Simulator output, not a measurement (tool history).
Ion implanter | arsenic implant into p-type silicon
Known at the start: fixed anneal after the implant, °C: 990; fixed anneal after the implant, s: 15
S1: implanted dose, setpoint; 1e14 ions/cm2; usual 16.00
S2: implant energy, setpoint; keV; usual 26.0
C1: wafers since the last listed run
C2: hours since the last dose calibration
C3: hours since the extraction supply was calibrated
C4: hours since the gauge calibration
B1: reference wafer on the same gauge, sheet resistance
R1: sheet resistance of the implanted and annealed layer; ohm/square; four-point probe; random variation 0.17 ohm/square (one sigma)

run 1 hour=0.0 | S1=16.00 S2=32.0 | C1=0 C2=795.2 C3=5480.0 C4=45.2 | B1=134.96 | R1=105.47
run 2 hour=24.9 | S1=16.00 S2=32.0 | C1=499 C2=820.1 C3=5504.9 C4=70.1 | B1=135.00 | R1=105.34
run 3 hour=48.9 | S1=16.00 S2=32.0 | C1=481 C2=844.1 C3=5528.9 C4=94.1 | B1=135.02 | R1=105.30
run 4 hour=72.5 | S1=16.00 S2=26.0 | C1=473 C2=867.7 C3=5552.5 C4=117.7 | B1=135.02 | R1=115.01
run 5 hour=89.3 | S1=13.13 S2=26.0 | C1=337 C2=884.5 C3=5569.3 C4=134.5 | B1=135.02 | R1=121.84
run 6 hour=118.0 | S1=13.13 S2=26.0 | C1=576 C2=913.2 C3=5598.0 C4=163.2 | B1=135.02 | R1=121.64
run 7 hour=132.4 | S1=16.00 S2=26.0 | C1=289 C2=927.6 C3=5612.4 C4=177.6 | B1=135.01 | R1=114.82
run 8 hour=148.5 | S1=16.00 S2=26.0 | C1=323 C2=943.7 C3=5628.5 C4=193.7 | B1=134.98 | R1=115.21
run 9 hour=174.2 | S1=16.00 S2=26.0 | C1=515 C2=969.4 C3=5654.2 C4=219.4 | B1=134.99 | R1=114.83
run 10 hour=197.6 | S1=16.00 S2=26.0 | C1=469 C2=992.8 C3=5677.6 C4=242.8 | B1=135.03 | R1=115.17
run 11 hour=229.7 | S1=16.00 S2=26.0 | C1=644 C2=1024.9 C3=5709.7 C4=274.9 | B1=134.99 | R1=114.82
run 12 hour=262.7 | S1=16.00 S2=26.0 | C1=662 C2=1057.9 C3=5742.7 C4=307.9 | B1=135.01 | R1=115.20
run 13 hour=295.9 | S1=12.76 S2=26.0 | C1=666 C2=1091.1 C3=5775.9 C4=341.1 | B1=134.98 | R1=122.10
run 14 hour=309.2 | S1=16.00 S2=29.5 | C1=266 C2=1104.4 C3=5789.2 C4=354.4 | B1=134.98 | R1=108.53
-- hour=329.2 Faraday cup replaced and dose calibrated
run 15 hour=337.1 | S1=17.74 S2=33.0 | C1=399 C2=7.9 C3=5817.1 C4=382.3 | B1=135.00 | R1=100.40
run 16 hour=368.6 | S1=16.00 S2=26.0 | C1=632 C2=39.4 C3=5848.6 C4=413.8 | B1=135.01 | R1=114.09
run 17 hour=383.8 | S1=16.00 S2=32.0 | C1=305 C2=54.6 C3=5863.8 C4=429.0 | B1=135.02 | R1=104.12
run 18 hour=402.5 | S1=17.53 S2=23.0 | C1=375 C2=73.3 C3=5882.5 C4=447.7 | B1=134.96 | R1=118.83
-- hour=423.4 Faraday cup replaced and dose calibrated, repeated, since the last time left the tool worse
run 19 hour=423.9 | S1=13.80 S2=19.0 | C1=268 C2=0.5 C3=5903.9 C4=469.1 | B1=135.00 | R1=136.84
run 20 hour=444.0 | S1=17.65 S2=23.0 | C1=403 C2=20.6 C3=5924.0 C4=489.2 | B1=134.98 | R1=119.91
-- hour=455.5 gauge calibrated
run 21 hour=461.3 | S1=19.72 S2=31.0 | C1=347 C2=37.9 C3=5941.3 C4=5.8 | B1=135.00 | R1=102.44
-- hour=470.8 extraction supply calibrated
run 22 hour=496.6 | S1=17.79 S2=19.5 | C1=547 C2=73.2 C3=25.8 C4=41.1 | B1=134.97 | R1=129.13
run 23 hour=528.3 | S1=13.80 S2=19.0 | C1=636 C2=104.9 C3=57.5 C4=72.8 | B1=134.99 | R1=136.99
run 24 hour=559.4 | S1=18.87 S2=17.0 | C1=624 C2=136.0 C3=88.6 C4=103.9 | B1=135.02 | R1=134.80
run 25 hour=592.1 | S1=12.49 S2=26.0 | C1=656 C2=168.7 C3=121.3 C4=136.6 | B1=134.99 | R1=125.11
run 26 hour=615.1 | S1=19.70 S2=29.0 | C1=461 C2=191.7 C3=144.3 C4=159.6 | B1=134.99 | R1=105.74

Forecast each of these 4 alternatives for the next run:
run A hour=615.5 | S1=12.77 S2=26.0 | C1=8 C2=192.1 C3=144.7 C4=160.0 | B1=? | R1=?
run B hour=615.5 | S1=16.00 S2=21.0 | C1=8 C2=192.1 C3=144.7 C4=160.0 | B1=? | R1=?
run C hour=615.5 | S1=13.16 S2=20.5 | C1=8 C2=192.1 C3=144.7 C4=160.0 | B1=? | R1=?
run D hour=615.5 | S1=20.57 S2=17.0 | C1=8 C2=192.1 C3=144.7 C4=160.0 | B1=? | R1=?

run=A B1=134.98 R1=124.08
run=B B1=134.98 R1=127.21
run=C B1=134.98 R1=134.99
run=D B1=134.98 R1=133.19
Without the tool's hidden state the same runs would have given:
run=A R1=123.93
run=B R1=127.13
run=C R1=134.85
run=D R1=133.14
